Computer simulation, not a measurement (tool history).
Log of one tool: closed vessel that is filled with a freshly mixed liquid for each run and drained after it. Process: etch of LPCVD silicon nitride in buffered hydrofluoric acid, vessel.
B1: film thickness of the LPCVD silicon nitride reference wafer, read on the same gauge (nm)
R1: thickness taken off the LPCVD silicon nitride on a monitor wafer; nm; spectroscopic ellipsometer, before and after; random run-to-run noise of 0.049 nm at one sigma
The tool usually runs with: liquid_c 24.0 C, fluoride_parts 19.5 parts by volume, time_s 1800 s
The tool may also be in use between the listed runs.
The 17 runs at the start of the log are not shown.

Run 18, hour 834.0: usual settings but liquid_c 25.5 C, fluoride_parts 16.0 parts by volume; B1 140.01. Result: R1 16.70 nm.
Run 19, hour 898.1: usual settings; B1 140.05. Result: R1 12.66 nm.
Run 20, hour 931.0: usual settings; B1 140.02. Result: R1 12.73 nm.
Run 21, hour 960.3: usual settings but liquid_c 22.5 C, fluoride_parts 25.5 parts by volume, time_s 2785 s; B1 139.98. Result: R1 14.92 nm.
Run 22, hour 1002.6: usual settings but liquid_c 25.5 C, fluoride_parts 26.0 parts by volume, time_s 2725 s; B1 140.00. Result: R1 16.91 nm.
Run 23, hour 1047.7: usual settings but liquid_c 20.0 C, fluoride_parts 27.5 parts by volume; B1 139.97. Result: R1 7.97 nm.
Run 24, hour 1114.8: usual settings but liquid_c 22.5 C; B1 140.02. Result: R1 11.72 nm.
Run 25, hour 1181.2: usual settings but liquid_c 22.0 C, time_s 1240 s; B1 139.98. Result: R1 7.90 nm.
Run 26, hour 1217.6: usual settings but liquid_c 20.5 C, fluoride_parts 27.5 parts by volume, time_s 1510 s; B1 140.00. Result: R1 6.93 nm.
Run 27, hour 1255.1: usual settings but liquid_c 26.5 C, time_s 2410 s; B1 140.04. Result: R1 19.49 nm.
Run 28, hour 1302.1: usual settings but fluoride_parts 11.5 parts by volume, time_s 1120 s; B1 139.99. Result: R1 13.36 nm.
Run 29, hour 1347.8: usual settings but liquid_c 27.0 C, time_s 1480 s; B1 140.01. Result: R1 12.43 nm.
Run 30, hour 1387.4: usual settings; B1 140.00. Result: R1 12.79 nm.
Run 31, hour 1449.0: usual settings; B1 140.06. Result: R1 12.84 nm.
Run 32, hour 1479.4: usual settings but liquid_c 22.5 C, time_s 2310 s; B1 140.03. Result: R1 15.12 nm.

Each row is a separate what-if for the run after 32, all from the same tool condition, not one after another. Results?
Run A, hour 1480.6: usual settings but liquid_c 21.5 C; B1 ?. Result: R1 ?.
Run B, hour 1480.6: usual settings but liquid_c 22.0 C, fluoride_parts 22.5 parts by volume, time_s 2165 s; B1 ?. Result: R1 ?.
Run C, hour 1480.6: usual settings but liquid_c 28.5 C; B1 ?. Result: R1 ?.
Run D, hour 1480.6: usual settings but fluoride_parts 17.5 parts by volume; B1 ?. Result: R1 ?.

run      B1     R1
  A  139.99  11.20
  B  139.99  12.36
  C  139.99  16.39
  D  139.99  14.31
Take away the tool's hidden state, keep each run's random variation, and the runs would have read:
run     R1
  A  10.90
  B  12.13
  C  15.96
  D  13.92
